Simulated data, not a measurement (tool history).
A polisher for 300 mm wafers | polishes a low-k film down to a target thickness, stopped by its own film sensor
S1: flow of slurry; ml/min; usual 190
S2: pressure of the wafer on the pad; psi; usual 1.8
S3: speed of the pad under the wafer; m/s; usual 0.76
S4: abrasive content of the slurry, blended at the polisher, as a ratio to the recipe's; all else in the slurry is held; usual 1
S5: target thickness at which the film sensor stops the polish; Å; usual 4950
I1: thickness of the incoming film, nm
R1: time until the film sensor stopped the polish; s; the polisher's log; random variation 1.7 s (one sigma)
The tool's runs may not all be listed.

run 1 hour=0 | S1=190 S2=1.8 S3=0.62 S4=1 S5=4950 | I1=525.5 | R1=154
-- hour=28.8 conditioning disc replaced and pad reconditioned
run 2 hour=58.6 | S1=190 S2=1.8 S3=0.76 S4=1 S5=4950 | I1=520.3 | R1=104.4
run 3 hour=119.8 | S1=190 S2=1.8 S3=0.76 S4=1 S5=4950 | I1=515.8 | R1=89.8
-- hour=181 worn pad replaced by a new one
run 4 hour=181.5 | S1=190 S2=1.8 S3=0.76 S4=1 S5=4950 | I1=512 | R1=76.9
run 5 hour=242.2 | S1=190 S2=2.2 S3=0.76 S4=1 S5=4950 | I1=519.5 | R1=102.3
run 6 hour=268.8 | S1=190 S2=2.2 S3=0.76 S4=1 S5=4950 | I1=508.6 | R1=56.6
-- hour=275.6 slurry nozzle cleaned
run 7 hour=295.6 | S1=190 S2=1.8 S3=0.76 S4=1 S5=4950 | I1=523.2 | R1=118.3
run 8 hour=358 | S1=165 S2=1.8 S3=0.76 S4=1 S5=4950 | I1=513.3 | R1=79.4
-- hour=405.6 worn pad replaced by a new one
run 9 hour=406.1 | S1=190 S2=1.8 S3=0.76 S4=1 S5=4950 | I1=527 | R1=136.3
-- hour=412.4 slurry blender recalibrated
-- hour=428.8 conditioning disc replaced and pad reconditioned
run 10 hour=555 | S1=210 S2=1.8 S3=0.76 S4=1 S5=4950 | I1=521.9 | R1=111.3
-- hour=586.6 head pressure recalibrated
-- hour=641.8 worn pad replaced by a new one
run 11 hour=689.4 | S1=145 S2=2 S3=0.62 S4=0.8 S5=4950 | I1=524.7 | R1=176.8

Run 12 comes next. What will it give?
run 12 hour=748.2 | S1=190 S2=1.8 S3=0.76 S4=1.15 S5=4950 | I1=511.4 | R1=?

{"run 12": {"R1": 67}}
Without the tool's hidden state the same run would have given R1 53.2 s.
